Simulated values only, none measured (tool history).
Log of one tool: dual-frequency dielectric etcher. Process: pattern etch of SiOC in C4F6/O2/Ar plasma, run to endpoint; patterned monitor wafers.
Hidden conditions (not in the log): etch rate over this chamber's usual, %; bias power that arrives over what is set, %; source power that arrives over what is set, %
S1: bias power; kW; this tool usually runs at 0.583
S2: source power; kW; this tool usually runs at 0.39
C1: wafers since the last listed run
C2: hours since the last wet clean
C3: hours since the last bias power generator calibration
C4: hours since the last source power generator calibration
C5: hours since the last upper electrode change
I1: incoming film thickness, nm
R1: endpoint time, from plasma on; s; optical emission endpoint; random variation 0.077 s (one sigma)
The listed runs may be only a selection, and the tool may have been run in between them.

run   hour     S1    S2   C1     C2      C3      C4      C5     I1    R1
  1      0  0.583  0.39    0  278.7  1846.7    4286    3729  30.92   8.5
  2   21.9  0.583  0.39  273  300.6  1868.6  4307.9  3750.9  30.71   8.2
  3     31  0.583  0.39  113  309.7  1877.7    4317    3760  30.92   8.3
  4   40.4  0.499  0.39  117  319.1  1887.1  4326.4  3769.4  30.75   8.6
  5   53.3  0.499  0.39  160    332    1900  4339.3  3782.3  30.98   8.7
  6   64.6  0.499  0.39  140  343.3  1911.3  4350.6  3793.6  30.98   8.7
  7   73.4  0.491  0.43  109  352.1  1920.1  4359.4  3802.4  30.78   8.2
  8   80.6  0.491  0.43   89  359.3  1927.3  4366.6  3809.6  30.52   8.4
  9   93.6  0.583  0.44  162  372.3  1940.3  4379.6  3822.6  30.71   7.9
     119.9  -- upper electrode replaced
     124.9  -- wet clean of the chamber
 10  125.4  0.583  0.39   34    0.5  1972.1  4411.4     5.5  30.71   8.7
       149  -- source power generator calibrated
 11  149.5  0.583  0.39  250   24.6  1996.2     0.5    29.6  30.85     9
 12    152  0.583  0.39   31   27.1  1998.7       3    32.1  30.68   8.8
 13    163  0.583  0.39  137   38.1  2009.7      14    43.1  31.11   8.8
 14  175.6  0.583  0.39  157   50.7  2022.3    26.6    55.7  31.19   8.7
 15  185.5  0.473  0.43  123   60.6  2032.2    36.5    65.6  31.09   8.9
     198.2  -- bias power generator calibrated
 16  202.4  0.583  0.46  160   77.5     4.2    53.4    82.5  31.11   8.1
 17  215.4  0.674  0.34  162   90.5    17.2    66.4    95.5  30.86   8.9
 18  223.2   0.62  0.36   97   98.3      25    74.2   103.3  30.94   8.9
 19  238.2  0.583  0.39  187  113.3      40    89.2   118.3  30.84   8.6
 20    249  0.583  0.39  134  124.1    50.8     100   129.1  30.96   8.8
 21  260.6  0.583  0.45  144  135.7    62.4   111.6   140.7  31.04   8.2
 22    273  0.461   0.3  154  148.1    74.8     124   153.1   31.3  10.3
 23    286  0.654  0.35  162  161.1    87.8     137   166.1  31.01   8.8
 24  302.7  0.721  0.44  208  177.8   104.5   153.7   182.8  30.91   7.8
 25  310.4   0.65  0.35   96  185.5   112.2   161.4   190.5  30.95   8.9
 26  319.8  0.717  0.43  117  194.9   121.6   170.8   199.9  30.99   7.8
 27  335.1  0.583  0.39  190  210.2   136.9   186.1   215.2  30.65   8.4
 28  343.5  0.583  0.39  104  218.6   145.3   194.5   223.6  31.18   8.7
 29  354.7  0.495  0.45  139  229.8   156.5   205.7   234.8  30.85   8.3

Predict each of these 4 candidate next runs independently; none follows another, all start after run 29:
  A  355.1  0.583  0.39   4  230.2  156.9  206.1  235.2  30.61   ?
  B  355.1  0.661   0.3   4  230.2  156.9  206.1  235.2  30.61   ?
  C  355.1  0.442   0.3   4  230.2  156.9  206.1  235.2  30.61   ?
  D  355.1  0.652  0.33   4  230.2  156.9  206.1  235.2  30.61   ?

run   R1
  A  8.4
  B  9.1
  C   10
  D  8.8
Had the tool no hidden state, the same runs would have come out as:
run    R1
  A   8.7
  B   9.5
  C  10.4
  D   9.1
